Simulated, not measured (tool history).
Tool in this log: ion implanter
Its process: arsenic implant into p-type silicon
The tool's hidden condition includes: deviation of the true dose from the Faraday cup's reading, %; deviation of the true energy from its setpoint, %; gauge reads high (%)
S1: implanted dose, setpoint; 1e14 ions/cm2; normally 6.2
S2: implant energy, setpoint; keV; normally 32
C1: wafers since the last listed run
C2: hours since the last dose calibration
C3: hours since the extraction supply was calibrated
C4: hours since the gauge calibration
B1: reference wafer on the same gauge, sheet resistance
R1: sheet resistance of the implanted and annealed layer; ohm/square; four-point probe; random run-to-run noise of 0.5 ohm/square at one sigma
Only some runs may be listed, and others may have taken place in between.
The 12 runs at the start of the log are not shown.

| run | hour | S1 | S2 | C1 | C2 | C3 | C4 | B1 | R1 |
|---|---|---|---|---|---|---|---|---|---|
| 13 | 358.9 | 6.2 | 32 | 786 | 1740.1 | 110.5 | 73.6 | 154.83 | 165.93 |
| 14 | 383.9 | 6.2 | 32 | 819 | 1765.1 | 135.5 | 98.6 | 155.08 | 165.25 |
| 15 | 396.7 | 6.2 | 32 | 419 | 1777.9 | 148.3 | 111.4 | 155.28 | 166.51 |
| 16 | 419.7 | 6.2 | 32 | 754 | 1800.9 | 171.3 | 134.4 | 154.96 | 165.39 |
| 17 | 435.9 | 5.46 | 41 | 531 | 1817.1 | 187.5 | 150.6 | 155.21 | 175.6 |
| 18 | 465.1 | 6.2 | 32 | 957 | 1846.3 | 216.7 | 179.8 | 155.21 | 166.43 |
| 19 | 483.5 | 6.2 | 32 | 603 | 1864.7 | 235.1 | 198.2 | 155.01 | 166.07 |
| 20 | 518.9 | 6.2 | 26.5 | 1160 | 1900.1 | 270.5 | 233.6 | 154.82 | 172.1 |
| 21 | 536.8 | 4.88 | 32 | 586 | 1918 | 288.4 | 251.5 | 154.99 | 200.68 |
| 22 | 558 | 7.68 | 26 | 695 | 1939.2 | 309.6 | 272.7 | 155.23 | 148.57 |
|  | 576.5 | Faraday cup replaced and dose calibrated |
| 23 | 591.1 | 4.58 | 39 | 823 | 14.6 | 342.7 | 305.8 | 155.03 | 196.64 |
| 24 | 617.2 | 5.01 | 42 | 855 | 40.7 | 368.8 | 331.9 | 155.07 | 180.56 |
| 25 | 631.2 | 6.2 | 24 | 459 | 54.7 | 382.8 | 345.9 | 154.91 | 168.36 |
| 26 | 667.2 | 7.65 | 26 | 1180 | 90.7 | 418.8 | 381.9 | 154.98 | 142.86 |
| 27 | 691.5 | 4.81 | 38 | 796 | 115 | 443.1 | 406.2 | 154.88 | 190.63 |
| 28 | 711.4 | 6.2 | 32 | 652 | 134.9 | 463 | 426.1 | 154.75 | 161.43 |
| 29 | 745.1 | 5.25 | 39 | 1105 | 168.6 | 496.7 | 459.8 | 154.76 | 176.1 |
| 30 | 758.3 | 7.07 | 36 | 432 | 181.8 | 509.9 | 473 | 155.04 | 141.88 |

What if the next run were any one of these 3? Each begins from the tool's condition after run 30:
| A | 758.7 | 6.2 | 32 | 13 | 182.2 | 510.3 | 473.4 | ? | ? |
| B | 758.7 | 4.95 | 38.5 | 13 | 182.2 | 510.3 | 473.4 | ? | ? |
| C | 758.7 | 4.39 | 36.5 | 13 | 182.2 | 510.3 | 473.4 | ? | ? |

| run | B1 | R1 |
|---|---|---|
| A | 154.9 | 160.77 |
| B | 154.9 | 185.45 |
| C | 154.9 | 204.89 |
What these runs would have given with no unlogged condition in the tool:
| run | R1 |
|---|---|
| A | 161.15 |
| B | 185.9 |
| C | 205.38 |

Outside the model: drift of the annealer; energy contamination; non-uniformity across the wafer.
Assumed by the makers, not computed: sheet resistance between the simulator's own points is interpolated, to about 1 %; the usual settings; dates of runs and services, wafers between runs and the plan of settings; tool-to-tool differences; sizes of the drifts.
